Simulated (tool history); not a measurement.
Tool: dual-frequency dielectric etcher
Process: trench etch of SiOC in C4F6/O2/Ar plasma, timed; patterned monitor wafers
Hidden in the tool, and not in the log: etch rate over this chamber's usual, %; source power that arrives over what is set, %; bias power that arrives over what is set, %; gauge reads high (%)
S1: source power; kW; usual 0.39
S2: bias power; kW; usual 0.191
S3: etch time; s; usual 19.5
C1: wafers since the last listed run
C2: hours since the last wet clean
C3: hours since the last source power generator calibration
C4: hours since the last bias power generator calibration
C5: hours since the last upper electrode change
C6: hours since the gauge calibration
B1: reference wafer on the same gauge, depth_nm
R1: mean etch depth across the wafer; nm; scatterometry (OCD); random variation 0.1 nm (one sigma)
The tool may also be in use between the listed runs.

| run | hour | S1 | S2 | S3 | C1 | C2 | C3 | C4 | C5 | C6 | B1 | R1 |
|---|---|---|---|---|---|---|---|---|---|---|---|---|
| 1 | 0 | 0.39 | 0.191 | 19.5 | 0 | 344.8 | 1011.8 | 3600 | 4288.5 | 1098.8 | 45.62 | 38.46 |
| 2 | 59.3 | 0.39 | 0.191 | 19.5 | 1159 | 404.1 | 1071.1 | 3659.3 | 4347.8 | 1158.1 | 45.61 | 38.47 |
|  | 142 | wet clean of the chamber |
| 3 | 142.5 | 0.39 | 0.191 | 19.5 | 1157 | 0.5 | 1154.3 | 3742.5 | 4431 | 1241.3 | 45.58 | 38.46 |
| 4 | 212.7 | 0.39 | 0.191 | 19.5 | 1372 | 70.7 | 1224.5 | 3812.7 | 4501.2 | 1311.5 | 45.6 | 38.42 |
| 5 | 251.4 | 0.39 | 0.191 | 19.5 | 756 | 109.4 | 1263.2 | 3851.4 | 4539.9 | 1350.2 | 45.59 | 38.37 |
| 6 | 358.9 | 0.39 | 0.191 | 19.5 | 2102 | 216.9 | 1370.7 | 3958.9 | 4647.4 | 1457.7 | 45.61 | 38.3 |
| 7 | 446.4 | 0.39 | 0.191 | 18.5 | 1711 | 304.4 | 1458.2 | 4046.4 | 4734.9 | 1545.2 | 45.59 | 36.42 |
| 8 | 510.5 | 0.39 | 0.191 | 18.5 | 1253 | 368.5 | 1522.3 | 4110.5 | 4799 | 1609.3 | 45.57 | 36.29 |
|  | 599.8 | wet clean of the chamber |
| 9 | 606.6 | 0.44 | 0.225 | 19.5 | 1409 | 6.8 | 1618.4 | 4206.6 | 4895.1 | 1705.4 | 45.61 | 41.41 |
|  | 628.6 | gauge calibrated |
| 10 | 678.7 | 0.43 | 0.191 | 19.5 | 1409 | 78.9 | 1690.5 | 4278.7 | 4967.2 | 50.1 | 45.64 | 39.51 |
| 11 | 748.6 | 0.43 | 0.191 | 19.5 | 1366 | 148.8 | 1760.4 | 4348.6 | 5037.1 | 120 | 45.6 | 39.56 |
|  | 815 | upper electrode replaced |
| 12 | 815.5 | 0.43 | 0.191 | 19.5 | 838 | 215.7 | 1827.3 | 4415.5 | 0.5 | 186.9 | 45.6 | 39.52 |
| 13 | 876.3 | 0.39 | 0.191 | 19.5 | 1188 | 276.5 | 1888.1 | 4476.3 | 61.3 | 247.7 | 45.58 | 38.37 |
| 14 | 933.8 | 0.39 | 0.191 | 19.5 | 1124 | 334 | 1945.6 | 4533.8 | 118.8 | 305.2 | 45.62 | 38.43 |
| 15 | 1016.2 | 0.39 | 0.191 | 19.5 | 1611 | 416.4 | 2028 | 4616.2 | 201.2 | 387.6 | 45.58 | 38.48 |
| 16 | 1087.9 | 0.39 | 0.191 | 19.5 | 1402 | 488.1 | 2099.7 | 4687.9 | 272.9 | 459.3 | 45.61 | 38.3 |
|  | 1125.4 | wet clean of the chamber |
| 17 | 1141.6 | 0.39 | 0.21 | 23 | 580 | 16.2 | 2153.4 | 4741.6 | 326.6 | 513 | 45.62 | 46.11 |
| 18 | 1233.2 | 0.39 | 0.191 | 19.5 | 1791 | 107.8 | 2245 | 4833.2 | 418.2 | 604.6 | 45.59 | 38.42 |
| 19 | 1289.3 | 0.39 | 0.236 | 21 | 1097 | 163.9 | 2301.1 | 4889.3 | 474.3 | 660.7 | 45.63 | 43.19 |
| 20 | 1366.2 | 0.39 | 0.21 | 23 | 1503 | 240.8 | 2378 | 4966.2 | 551.2 | 737.6 | 45.58 | 46.17 |
| 21 | 1440.5 | 0.39 | 0.162 | 19.5 | 1452 | 315.1 | 2452.3 | 5040.5 | 625.5 | 811.9 | 45.59 | 37.06 |
|  | 1449.3 | source power generator calibrated |
| 22 | 1486.7 | 0.49 | 0.232 | 22 | 825 | 361.3 | 37.4 | 5086.7 | 671.7 | 858.1 | 45.57 | 49.07 |
|  | 1521.7 | bias power generator calibrated |
| 23 | 1541.7 | 0.39 | 0.21 | 15 | 997 | 416.3 | 92.4 | 20 | 726.7 | 913.1 | 45.59 | 30.5 |
| 24 | 1610.6 | 0.34 | 0.191 | 25 | 1347 | 485.2 | 161.3 | 88.9 | 795.6 | 982 | 45.59 | 47.96 |
|  | 1681.8 | wet clean of the chamber |
| 25 | 1682.3 | 0.39 | 0.191 | 19.5 | 932 | 0.5 | 233 | 160.6 | 867.3 | 1053.7 | 45.61 | 38.93 |
| 26 | 1753.2 | 0.42 | 0.205 | 15 | 1386 | 71.4 | 303.9 | 231.5 | 938.2 | 1124.6 | 45.62 | 30.96 |
| 27 | 1860.1 | 0.39 | 0.152 | 19.5 | 2090 | 178.3 | 410.8 | 338.4 | 1045.1 | 1231.5 | 45.61 | 36.98 |
| 28 | 1946.6 | 0.44 | 0.168 | 19.5 | 1691 | 264.8 | 497.3 | 424.9 | 1131.6 | 1318 | 45.61 | 39.2 |

The same runs without the tool's hidden state, with the same run-to-run variation:
| run | R1 |
|---|---|
| 1 | 38.98 |
| 2 | 39 |
| 3 | 38.99 |
| 4 | 38.97 |
| 5 | 38.92 |
| 6 | 38.86 |
| 7 | 36.96 |
| 8 | 36.84 |
| 9 | 42.04 |
| 10 | 40.12 |
| 11 | 40.17 |
| 12 | 40.14 |
| 13 | 38.98 |
| 14 | 39.04 |
| 15 | 39.09 |
| 16 | 38.92 |
| 17 | 46.85 |
| 18 | 39.04 |
| 19 | 43.89 |
| 20 | 46.92 |
| 21 | 37.67 |
| 22 | 49.06 |
| 23 | 30.53 |
| 24 | 48.05 |
| 25 | 39.04 |
| 26 | 31.08 |
| 27 | 37.16 |
| 28 | 39.43 |

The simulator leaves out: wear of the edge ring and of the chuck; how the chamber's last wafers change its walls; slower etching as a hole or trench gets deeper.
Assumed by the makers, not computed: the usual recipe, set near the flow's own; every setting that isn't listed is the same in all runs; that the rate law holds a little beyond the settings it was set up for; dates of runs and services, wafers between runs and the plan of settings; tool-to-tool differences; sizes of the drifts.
